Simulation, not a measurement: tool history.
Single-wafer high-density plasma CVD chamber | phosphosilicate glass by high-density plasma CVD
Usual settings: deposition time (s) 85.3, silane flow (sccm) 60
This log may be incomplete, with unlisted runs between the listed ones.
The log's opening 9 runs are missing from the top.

run,hour,deposition time (s),silane flow (sccm),"read-back reference wafer on the same gauge, thickness_nm",mean film thickness on the monitor wafer (nm)
10,700.9,96.2,67,435.448,650.519
11,785.1,85.3,60,435.235,517.877
12,858.4,85.3,60,435.346,520.440
13,895.1,85.3,60,435.635,516.702
14,1112.4,94.2,60,435.144,573.974
15,1170.8,94.2,60,434.471,577.519
# hour 1238.5: silane flow controller replaced
16,1256.9,92.9,60,434.247,547.149
17,1331.1,85.3,60,435.661,502.264
18,1425.3,85.3,60,433.947,499.696
19,1566.2,85.3,60,434.485,503.380
20,1630.1,97.9,60,435.207,579.316
21,1685.8,97.9,60,435.551,579.460
22,1790.6,97.9,60,435.180,575.237
23,1886.1,68.4,57,435.505,383.793
24,1986.9,85.3,60,435.322,502.674
25,2041.3,99.4,54,434.468,528.462
26,2114.8,75.7,48,434.499,356.679

What does the tool deliver on the next run?
27,2200.4,93.1,51,?,?

{"run 27": {"read-back reference wafer on the same gauge, thickness_nm": 434.773, "mean film thickness on the monitor wafer (nm)": 466.143}}
Were there no unlogged condition in the tool, this run, its random variation unchanged, would have produced mean film thickness on the monitor wafer (nm) 464.885.
